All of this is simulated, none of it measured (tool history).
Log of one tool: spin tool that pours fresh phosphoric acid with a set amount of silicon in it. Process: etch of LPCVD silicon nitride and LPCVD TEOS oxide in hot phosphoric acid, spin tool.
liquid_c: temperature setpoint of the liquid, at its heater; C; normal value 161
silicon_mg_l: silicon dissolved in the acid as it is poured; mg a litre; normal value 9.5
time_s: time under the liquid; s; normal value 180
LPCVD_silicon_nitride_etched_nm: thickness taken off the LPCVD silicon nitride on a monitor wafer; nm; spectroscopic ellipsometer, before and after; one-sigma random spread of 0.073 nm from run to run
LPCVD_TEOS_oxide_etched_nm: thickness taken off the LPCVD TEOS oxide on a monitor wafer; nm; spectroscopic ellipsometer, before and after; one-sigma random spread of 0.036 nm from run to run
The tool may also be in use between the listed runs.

| run | hour | liquid_c | silicon_mg_l | time_s | read-back film thickness of the LPCVD silicon nitride reference wafer, read on the same gauge (nm) | read-back film thickness of the LPCVD TEOS oxide reference wafer, read on the same gauge (nm) | LPCVD_silicon_nitride_etched_nm | LPCVD_TEOS_oxide_etched_nm |
|---|---|---|---|---|---|---|---|---|
| 1 | 0 | 161 | 9.5 | 180 | 50.03 | 109.973 | 14.74 | 0.539 |
| 2 | 17.4 | 161 | 9.5 | 180 | 49.98 | 109.994 | 14.6 | 0.552 |
| 3 | 24 | 161 | 9.5 | 180 | 50.05 | 110.051 | 14.56 | 0.564 |
| 4 | 36.9 | 161 | 9.5 | 180 | 50.01 | 109.961 | 14.45 | 0.581 |
| 5 | 44.1 | 161 | 9.5 | 260 | 49.99 | 109.986 | 21 | 0.813 |
| 6 | 53.9 | 161 | 9.5 | 260 | 50 | 110.035 | 21.05 | 0.807 |
|  | 67.2 | dissolved silicon flow meter replaced |
|  | 68.1 | thermometer replaced |
|  | 69.9 | heated supply line repaired |
| 7 | 70.5 | 161 | 9.5 | 180 | 49.95 | 109.957 | 16.35 | 0.765 |
| 8 | 82.5 | 163 | 7 | 70 | 50 | 110.025 | 6.76 | 0.326 |
| 9 | 98.4 | 161 | 9.5 | 260 | 50.02 | 110.023 | 23.32 | 0.934 |
| 10 | 111.2 | 159 | 3.5 | 150 | 49.99 | 109.972 | 12.54 | 0.518 |
|  | 117 | gauge calibrated |
| 11 | 124.5 | 161 | 9.5 | 180 | 49.98 | 109.974 | 16.11 | 0.654 |
| 12 | 135.3 | 162 | 5 | 270 | 50.06 | 110.002 | 24.93 | 1.124 |
| 13 | 148.5 | 162.5 | 4 | 285 | 50.04 | 109.941 | 26.63 | 1.308 |
| 14 | 165.9 | 162.5 | 4 | 285 | 50.01 | 110.009 | 26.81 | 1.388 |

Consider 5 possible next runs. They are alternatives, not a sequence: every one starts from the tool as it was left by run 14. What does each give?
| A | 166.4 | 161 | 9.5 | 220 | ? | ? | ? | ? |
| B | 166.4 | 159.5 | 3.5 | 75 | ? | ? | ? | ? |
| C | 166.4 | 163 | 9.5 | 180 | ? | ? | ? | ? |
| D | 166.4 | 162.5 | 12.5 | 210 | ? | ? | ? | ? |
| E | 166.4 | 161 | 4 | 180 | ? | ? | ? | ? |

| run | read-back film thickness of the LPCVD silicon nitride reference wafer, read on the same gauge (nm) | read-back film thickness of the LPCVD TEOS oxide reference wafer, read on the same gauge (nm) | LPCVD_silicon_nitride_etched_nm | LPCVD_TEOS_oxide_etched_nm |
|---|---|---|---|---|
| A | 49.98 | 109.992 | 19.64 | 0.813 |
| B | 49.98 | 109.992 | 6.37 | 0.281 |
| C | 49.98 | 109.992 | 17.18 | 0.771 |
| D | 49.98 | 109.992 | 19.72 | 0.81 |
| E | 49.98 | 109.992 | 16.07 | 0.746 |
The same runs, with their run-to-run variation unchanged, on a tool lacking any hidden condition would have given:
| run | LPCVD_silicon_nitride_etched_nm | LPCVD_TEOS_oxide_etched_nm |
|---|---|---|
| A | 20.1 | 0.855 |
| B | 6.51 | 0.295 |
| C | 17.57 | 0.81 |
| D | 20.17 | 0.851 |
| E | 16.44 | 0.784 |
